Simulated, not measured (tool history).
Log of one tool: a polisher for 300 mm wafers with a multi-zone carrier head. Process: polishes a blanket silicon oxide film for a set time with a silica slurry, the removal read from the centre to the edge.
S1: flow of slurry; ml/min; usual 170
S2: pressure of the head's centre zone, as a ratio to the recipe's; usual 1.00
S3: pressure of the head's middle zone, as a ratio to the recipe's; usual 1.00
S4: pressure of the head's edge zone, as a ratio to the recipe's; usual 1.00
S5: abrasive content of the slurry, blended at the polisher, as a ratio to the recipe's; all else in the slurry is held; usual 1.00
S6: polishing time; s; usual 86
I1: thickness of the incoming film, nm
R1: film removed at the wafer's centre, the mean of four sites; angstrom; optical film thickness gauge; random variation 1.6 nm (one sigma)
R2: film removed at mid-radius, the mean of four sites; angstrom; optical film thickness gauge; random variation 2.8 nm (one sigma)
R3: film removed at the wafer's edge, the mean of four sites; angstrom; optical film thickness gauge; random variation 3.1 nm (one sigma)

run     day   S1    S2    S3    S4    S5   S6     I1    R1    R2    R3
  1   0.000  170  1.00  1.00  1.00  1.00   75  856.5  1961  1907  1968
  2   0.721  170  1.00  1.00  1.00  1.00   75  883.5  1893  1869  1943
  3   1.967  170  1.00  1.00  1.00  1.00   75  875.4  1900  1819  1932
  4   3.350  170  1.00  1.00  1.00  1.25   86  869.6  2313  2283  2345
      4.108  -- worn pad replaced by a new one
  5   4.129  170  1.00  1.00  1.00  1.25   86  872.0  2422  2420  2449
  6   8.067  170  1.00  1.00  1.00  1.25   86  866.3  2247  2229  2357
      9.083  -- worn pad replaced by a new one
  7   9.450  170  1.00  1.00  1.00  1.00   86  861.7  2164  2132  2193
     10.171  -- edge zone pressure recalibrated
  8  10.729  170  1.00  1.00  1.00  1.00   86  865.5  2077  2034  2195
  9  11.708  170  1.00  1.00  1.00  1.00   86  888.5  2056  2004  2104
 10  12.821  190  1.00  1.00  1.00  1.25   86  873.1  2267  2262  2345
 11  13.467  200  1.00  1.00  1.00  0.85  115  870.5  2655  2613  2706
     13.812  -- worn pad replaced by a new one
     14.446  -- slurry nozzle cleaned
     14.596  -- centre zone pressure recalibrated
 12  14.617  170  1.00  1.00  1.00  1.00   86  882.0  2225  2200  2253
     16.021  -- carrier head's membrane replaced by a new one
 13  16.042  170  1.00  1.00  1.00  1.25   86  871.3  2360  2356  2464
 14  16.696  170  0.89  0.93  1.00  1.00   69  878.4  1564  1615  1766
     17.642  -- worn pad replaced by a new one
 15  17.971  170  1.00  1.10  0.96  1.00   61  858.3  1592  1708  1596
 16  18.846  220  0.97  1.05  1.00  1.20   86  857.2  2443  2537  2442
 17  19.442  170  1.08  1.00  0.89  1.10   74  872.3  2114  1877  1866
 18  20.229  170  1.00  1.00  1.00  1.00   86  874.2  2192  2175  2230

Measured less the same run without the tool's hidden state. The same run-to-run variation is in both; the gauge's scatter may not be:
The hidden state here: removal rate lost through wear of the pad, %; slurry flow missing at the pad, %; deviation of the centre zone's pressure from its setpoint, %; deviation of the edge zone's pressure from its setpoint, %.
run    R1    R2    R3
  1   -67   -61   -52
  2  -101   -94   -88
  3  -139  -127  -123
  4  -196  -186  -173
  5   -89   -80   -62
  6  -241  -226  -211
  7  -145  -130  -105
  8  -212  -192  -173
  9  -242  -219  -195
 10  -278  -259  -231
 11  -331  -305  -272
 12   -56   -55   -56
 13  -110  -109  -114
 14   -81   -83   -91
 15   -28   -29   -27
 16   -93   -97   -92
 17  -101   -89   -88
 18  -122  -120  -123
